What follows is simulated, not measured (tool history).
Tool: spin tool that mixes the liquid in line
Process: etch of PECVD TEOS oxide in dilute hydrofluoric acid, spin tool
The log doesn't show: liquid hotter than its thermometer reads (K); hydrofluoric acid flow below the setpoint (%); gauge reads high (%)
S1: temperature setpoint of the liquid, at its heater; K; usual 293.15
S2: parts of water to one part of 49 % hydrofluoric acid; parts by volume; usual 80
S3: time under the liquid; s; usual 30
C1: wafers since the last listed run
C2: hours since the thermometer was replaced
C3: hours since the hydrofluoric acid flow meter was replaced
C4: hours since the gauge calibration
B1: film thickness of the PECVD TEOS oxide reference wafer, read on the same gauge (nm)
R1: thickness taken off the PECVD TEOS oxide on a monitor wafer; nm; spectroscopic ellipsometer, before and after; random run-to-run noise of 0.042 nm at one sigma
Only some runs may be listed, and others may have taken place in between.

{"run": 1, "hour": 0.0, "S1": 293.15, "S2": 90, "S3": 20, "C1": 0, "C2": 2250.7, "C3": 413.1, "C4": 145.5, "B1": 80.019, "R1": 2.471}
{"run": 2, "hour": 14.8, "S1": 293.15, "S2": 90, "S3": 20, "C1": 146, "C2": 2265.5, "C3": 427.9, "C4": 160.3, "B1": 80.011, "R1": 2.493}
{"run": 3, "hour": 27.2, "S1": 293.15, "S2": 80, "S3": 30, "C1": 123, "C2": 2277.9, "C3": 440.3, "C4": 172.7, "B1": 79.985, "R1": 4.173}
{"run": 4, "hour": 36.0, "S1": 293.15, "S2": 80, "S3": 30, "C1": 87, "C2": 2286.7, "C3": 449.1, "C4": 181.5, "B1": 80.007, "R1": 4.182}
{"run": 5, "hour": 45.9, "S1": 293.15, "S2": 80, "S3": 30, "C1": 98, "C2": 2296.6, "C3": 459, "C4": 191.4, "B1": 79.946, "R1": 4.224}
{"run": 6, "hour": 56.9, "S1": 293.15, "S2": 80, "S3": 30, "C1": 109, "C2": 2307.6, "C3": 470, "C4": 202.4, "B1": 80.024, "R1": 4.156}
{"run": 7, "hour": 69.3, "S1": 290.15, "S2": 80, "S3": 30, "C1": 123, "C2": 2320, "C3": 482.4, "C4": 214.8, "B1": 80.019, "R1": 3.705}
{"run": 8, "hour": 86.7, "S1": 293.15, "S2": 80, "S3": 30, "C1": 172, "C2": 2337.4, "C3": 499.8, "C4": 232.2, "B1": 80.004, "R1": 4.194}
{"hour": 93.8, "done": "thermometer replaced"}
{"hour": 98.2, "done": "gauge calibrated"}
{"run": 9, "hour": 101.6, "S1": 293.15, "S2": 80, "S3": 30, "C1": 137, "C2": 7.8, "C3": 514.7, "C4": 3.4, "B1": 79.99, "R1": 4.123}
{"run": 10, "hour": 117.5, "S1": 293.15, "S2": 80, "S3": 30, "C1": 157, "C2": 23.7, "C3": 530.6, "C4": 19.3, "B1": 79.96, "R1": 4.147}
{"run": 11, "hour": 135.4, "S1": 293.15, "S2": 80, "S3": 30, "C1": 177, "C2": 41.6, "C3": 548.5, "C4": 37.2, "B1": 80.005, "R1": 4.14}
{"run": 12, "hour": 150.8, "S1": 293.15, "S2": 80, "S3": 30, "C1": 152, "C2": 57, "C3": 563.9, "C4": 52.6, "B1": 80.006, "R1": 4.179}
{"run": 13, "hour": 168.4, "S1": 293.15, "S2": 80, "S3": 15, "C1": 174, "C2": 74.6, "C3": 581.5, "C4": 70.2, "B1": 79.986, "R1": 2.042}
{"run": 14, "hour": 178.7, "S1": 290.15, "S2": 60, "S3": 30, "C1": 102, "C2": 84.9, "C3": 591.8, "C4": 80.5, "B1": 79.999, "R1": 5.003}
{"run": 15, "hour": 189.1, "S1": 293.15, "S2": 80, "S3": 30, "C1": 103, "C2": 95.3, "C3": 602.2, "C4": 90.9, "B1": 80.035, "R1": 4.126}
{"run": 16, "hour": 202.0, "S1": 293.15, "S2": 50, "S3": 15, "C1": 128, "C2": 108.2, "C3": 615.1, "C4": 103.8, "B1": 80.024, "R1": 3.371}

The next listed run, before its measurement:
{"run": 17, "hour": 213.7, "S1": 293.15, "S2": 45, "S3": 30, "C1": 116, "C2": 119.9, "C3": 626.8, "C4": 115.5, "B1": "?", "R1": "?"}

Run 17 came out at B1 80.003, R1 7.613 nm.
Had the tool carried no hidden state, the very same run would have given R1 8.523 nm.

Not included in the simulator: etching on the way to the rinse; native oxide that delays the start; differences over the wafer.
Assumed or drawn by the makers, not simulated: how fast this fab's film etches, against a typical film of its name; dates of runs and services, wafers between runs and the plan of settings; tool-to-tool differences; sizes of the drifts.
